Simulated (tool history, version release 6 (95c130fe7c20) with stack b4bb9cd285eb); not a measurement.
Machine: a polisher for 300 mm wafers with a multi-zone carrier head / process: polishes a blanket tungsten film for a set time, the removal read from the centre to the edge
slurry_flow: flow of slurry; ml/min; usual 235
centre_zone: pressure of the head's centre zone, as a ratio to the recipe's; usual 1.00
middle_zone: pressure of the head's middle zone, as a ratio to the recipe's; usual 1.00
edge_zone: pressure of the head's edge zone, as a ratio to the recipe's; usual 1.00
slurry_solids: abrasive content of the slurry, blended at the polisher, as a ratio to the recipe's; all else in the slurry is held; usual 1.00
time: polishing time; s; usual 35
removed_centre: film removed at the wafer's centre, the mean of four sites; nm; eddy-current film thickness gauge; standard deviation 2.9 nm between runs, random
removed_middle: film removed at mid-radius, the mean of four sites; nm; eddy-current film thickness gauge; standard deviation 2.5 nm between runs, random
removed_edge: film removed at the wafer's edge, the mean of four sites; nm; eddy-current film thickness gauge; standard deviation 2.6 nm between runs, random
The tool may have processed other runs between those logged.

run	day	slurry_flow	centre_zone	middle_zone	edge_zone	slurry_solids	time	wafers since the last listed run	wafers polished on this pad	hours since the slurry nozzle was cleaned	hours since the centre zone pressure was calibrated	hours since the edge zone pressure was calibrated	hours since the carrier head's membrane was replaced	incoming thickness of the incoming film, nm	removed_centre	removed_middle	removed_edge
1	0.000	235	1.00	1.00	1.00	1.00	35	0	379	75.0	924.9	1208.9	537.9	1234.5	191.7	215.2	222.0
# day 0.921: centre zone pressure recalibrated
2	1.983	235	1.00	1.00	1.00	1.00	35	561	940	122.6	25.5	1256.5	585.5	1254.1	213.7	216.6	222.1
3	2.254	235	1.00	0.96	1.09	1.00	35	80	1020	129.1	32.0	1263.0	592.0	1262.7	209.4	206.2	226.2
4	2.867	235	1.00	1.00	1.00	1.00	40	180	1201	143.8	46.7	1277.7	606.7	1237.5	244.2	250.0	249.7
# day 3.346: worn pad replaced by a new one
5	3.367	235	1.12	1.12	1.00	0.75	32	98	5	155.8	58.7	1289.7	618.7	1261.0	207.8	205.5	187.3
6	3.871	215	1.00	1.00	1.00	0.75	35	148	154	167.9	70.8	1301.8	630.8	1271.7	195.1	201.6	207.8
# day 4.388: carrier head's membrane replaced by a new one
7	5.204	235	1.00	0.96	1.00	1.00	28	332	486	199.9	102.8	1333.8	19.6	1284.0	166.7	166.7	176.1
8	5.538	290	1.00	0.93	0.91	0.75	35	98	585	207.9	110.8	1341.8	27.6	1250.8	203.4	196.0	200.8
9	5.946	260	1.00	1.00	1.00	1.00	35	120	706	217.7	120.6	1351.6	37.4	1262.3	205.4	217.7	225.2
10	6.525	180	1.00	1.03	0.97	1.00	31	171	877	231.6	134.5	1365.5	51.3	1269.6	176.9	191.7	191.5
11	6.883	235	1.00	1.00	1.00	1.00	35	105	983	240.2	143.1	1374.1	59.9	1270.8	202.5	213.9	216.6
12	7.483	235	1.00	1.00	1.00	1.00	35	177	1160	254.6	157.5	1388.5	74.3	1267.8	201.6	218.9	218.0
# day 7.762: edge zone pressure recalibrated
# day 8.525: worn pad replaced by a new one
13	9.588	200	1.09	0.92	1.00	1.00	35	547	314	305.1	208.0	43.8	124.8	1265.2	217.2	197.8	215.2
14	9.883	235	1.00	1.00	1.00	1.00	35	87	401	312.2	215.1	50.9	131.9	1273.6	203.5	218.2	219.8
15	10.558	260	1.00	1.04	0.88	1.00	35	199	601	328.4	231.3	67.1	148.1	1265.7	202.1	226.4	205.1
16	11.275	235	1.00	1.00	1.00	1.00	35	211	812	345.6	248.5	84.3	165.3	1261.9	197.3	213.9	219.7
17	11.696	235	1.11	1.00	1.00	1.00	35	124	937	355.7	258.6	94.4	175.4	1248.6	221.9	216.7	221.6
18	12.071	235	1.00	1.00	1.00	1.00	35	110	1047	364.7	267.6	103.4	184.4	1257.9	200.4	212.6	218.7
19	12.417	205	1.00	0.90	1.10	1.10	35	102	1150	373.0	275.9	111.7	192.7	1267.8	198.0	198.0	234.9
20	13.092	235	1.00	0.95	1.00	1.20	35	199	1349	389.2	292.1	127.9	208.9	1255.7	204.2	217.0	232.1
21	13.558	235	1.00	0.93	1.00	1.00	35	137	1487	400.4	303.3	139.1	220.1	1251.6	203.7	200.2	219.5
22	13.812	235	1.08	1.00	1.00	1.00	35	75	1562	406.5	309.4	145.2	226.2	1245.7	210.1	214.9	218.8

Entry by entry between the runs, the difference in hidden state between the last listed run before and the first listed run after:
Run 1 -> run 2: centre zone pressure recalibrated (day 0.921)
  deviation of the centre zone's pressure from its setpoint, %: -10.7 -> -2.75
  what was measured, less what the result would be without the hidden state, removed_centre: -23.1 -> -6.0 nm
Run 4 -> run 5: worn pad replaced by a new one (day 3.346)
  deviation of the centre zone's pressure from its setpoint, %: -3.41 -> -3.77
  what was measured, less what the result would be without the hidden state, removed_centre: -8.7 -> -8.1 nm
Run 6 -> run 7: carrier head's membrane replaced by a new one (day 4.388)
  deviation of the centre zone's pressure from its setpoint, %: -4.12 -> -4.99
  what was measured, less what the result would be without the hidden state, removed_centre: -8.5 -> -8.8 nm
Run 12 -> run 13: edge zone pressure recalibrated (day 7.762); worn pad replaced by a new one (day 8.525)
  deviation of the centre zone's pressure from its setpoint, %: -6.31 -> -7.36
  what was measured, less what the result would be without the hidden state, removed_centre: -13.6 -> -17.3 nm

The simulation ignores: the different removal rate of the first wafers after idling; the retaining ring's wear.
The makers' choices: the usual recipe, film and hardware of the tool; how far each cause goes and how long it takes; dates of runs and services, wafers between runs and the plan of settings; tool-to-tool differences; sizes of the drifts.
